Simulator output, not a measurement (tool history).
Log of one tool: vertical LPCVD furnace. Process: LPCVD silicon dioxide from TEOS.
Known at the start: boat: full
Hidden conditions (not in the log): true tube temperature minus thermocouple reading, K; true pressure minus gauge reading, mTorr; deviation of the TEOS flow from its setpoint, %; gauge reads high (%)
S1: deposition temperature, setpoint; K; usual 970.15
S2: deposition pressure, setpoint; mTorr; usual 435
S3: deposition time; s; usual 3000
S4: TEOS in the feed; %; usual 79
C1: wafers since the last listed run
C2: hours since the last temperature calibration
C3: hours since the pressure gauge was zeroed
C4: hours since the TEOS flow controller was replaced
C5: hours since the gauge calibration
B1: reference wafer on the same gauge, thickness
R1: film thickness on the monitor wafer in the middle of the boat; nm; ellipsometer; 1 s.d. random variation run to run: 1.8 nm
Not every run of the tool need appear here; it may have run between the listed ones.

run,day,S1,S2,S3,S4,C1,C2,C3,C4,C5,B1,R1
1,0,970.15,435,3000,79,0,2625.4,1141,3437.4,286.4,480.6,440.5
2,2.533,970.15,435,3000,79,592,2686.2,1201.8,3498.2,347.2,480.89,443.78
# day 3.9: gauge calibrated
3,5.325,970.15,435,3000,79,652,2753.2,1268.8,3565.2,34.2,480.7,444.2
4,6.479,970.15,435,3000,79,269,2780.9,1296.5,3592.9,61.9,480.86,443.69
5,7.917,970.15,435,3000,79,335,2815.4,1331,3627.4,96.4,481.18,442.07
6,9.008,963.15,435,3000,79,255,2841.6,1357.2,3653.6,122.6,480.87,377.55
7,10.988,963.15,435,3000,79,462,2889.1,1404.7,3701.1,170.1,480.35,376.31
8,13.2,963.15,435,3000,79,517,2942.2,1457.8,3754.2,223.2,479.96,376.87
# day 14.583: TEOS flow controller replaced
9,14.7,970.15,435,3000,79,116,2978.2,1493.8,2.8,259.2,480.56,443.89
10,17.038,970.15,350,3000,90,546,3034.3,1549.9,58.9,315.3,481.01,423.31

Run 11 is up next; what results do you expect?
# day 18.204: thermocouples replaced and temperature profile calibrated
11,18.517,970.15,365,4140,67,111,7.5,1585.4,94.4,350.8,?,?

Run 11 gave B1 481.46, R1 514.98 nm.
Minus the tool's unlogged condition, the same run would have read R1 514.98 nm.
